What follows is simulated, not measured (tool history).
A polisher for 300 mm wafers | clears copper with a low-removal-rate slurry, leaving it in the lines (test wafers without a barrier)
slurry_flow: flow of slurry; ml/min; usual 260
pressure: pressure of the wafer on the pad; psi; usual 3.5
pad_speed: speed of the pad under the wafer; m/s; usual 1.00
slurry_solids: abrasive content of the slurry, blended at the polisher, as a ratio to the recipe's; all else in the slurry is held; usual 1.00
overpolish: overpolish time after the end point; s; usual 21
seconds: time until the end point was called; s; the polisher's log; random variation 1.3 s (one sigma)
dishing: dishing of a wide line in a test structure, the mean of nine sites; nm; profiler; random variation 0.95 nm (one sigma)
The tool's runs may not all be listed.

run	day	slurry_flow	pressure	pad_speed	slurry_solids	overpolish	wafers since the last listed run	wafers polished on this pad	hours since the slurry nozzle was cleaned	hours since the head pressure was calibrated	hours since the slurry blender was calibrated	incoming thickness of the incoming film, nm	seconds	dishing
1	0.000	260	3.5	1.00	1.00	21	0	1109	436.4	16.6	389.2	378.2	126.2	40.6
# day 0.712: slurry blender recalibrated
2	2.462	260	3.5	1.00	1.00	21	308	1417	495.5	75.7	42.0	379.0	129.2	42.3
# day 3.362: worn pad replaced by a new one
3	4.042	260	3.5	1.00	1.00	21	182	88	533.4	113.6	79.9	386.8	132.3	41.5
4	6.292	260	3.5	1.00	1.00	21	291	379	587.4	167.6	133.9	389.9	133.7	41.3
5	8.067	260	3.5	1.00	1.00	21	229	609	630.0	210.2	176.5	385.3	134.2	40.5
6	10.558	260	3.5	1.00	1.00	21	322	932	689.8	270.0	236.3	383.2	133.6	41.4
# day 11.267: slurry nozzle cleaned
7	12.638	260	3.5	1.00	1.00	21	263	1196	32.9	319.9	286.2	383.7	131.2	40.1
# day 13.471: slurry blender recalibrated
# day 14.467: worn pad replaced by a new one
8	15.017	260	3.5	1.18	1.00	21	275	71	90.0	377.0	37.1	383.5	113.4	46.0
9	16.229	260	3.8	1.00	1.00	21	157	228	119.1	406.1	66.2	383.7	127.7	41.9
10	18.375	195	3.5	1.00	1.00	21	277	506	170.6	457.6	117.7	386.4	142.4	37.8
# day 19.679: head pressure recalibrated
11	21.154	195	3.5	1.00	1.00	21	349	855	237.3	35.4	184.4	378.4	131.8	40.6
12	23.758	195	3.5	1.00	1.00	21	337	1193	299.8	97.9	246.9	383.8	133.6	39.4
13	25.204	260	3.5	1.00	1.00	21	187	1380	334.5	132.6	281.6	389.1	133.2	40.8
# day 27.733: worn pad replaced by a new one, of another model than before
14	27.879	190	4.3	1.00	1.00	21	324	19	398.7	196.8	345.8	383.9	115.1	45.9
# day 28.742: slurry blender recalibrated
15	29.254	260	2.9	0.78	1.00	27	167	186	431.7	229.8	12.3	386.6	182.2	38.7
16	30.383	260	3.5	1.00	1.15	16	146	332	458.8	256.9	39.4	384.0	131.1	32.2
17	31.854	340	2.6	1.24	0.75	21	190	523	494.1	292.2	74.7	383.9	159.2	34.6

Forecast run 18:
18	33.804	295	3.5	1.00	1.15	21	252	775	540.9	339.0	121.5	389.8	?	?

Run 18 gave seconds 131.8 s, dishing 41.6 nm.
Without the tool's hidden state the same run would have given seconds 125.1 s, dishing 43.6 nm.
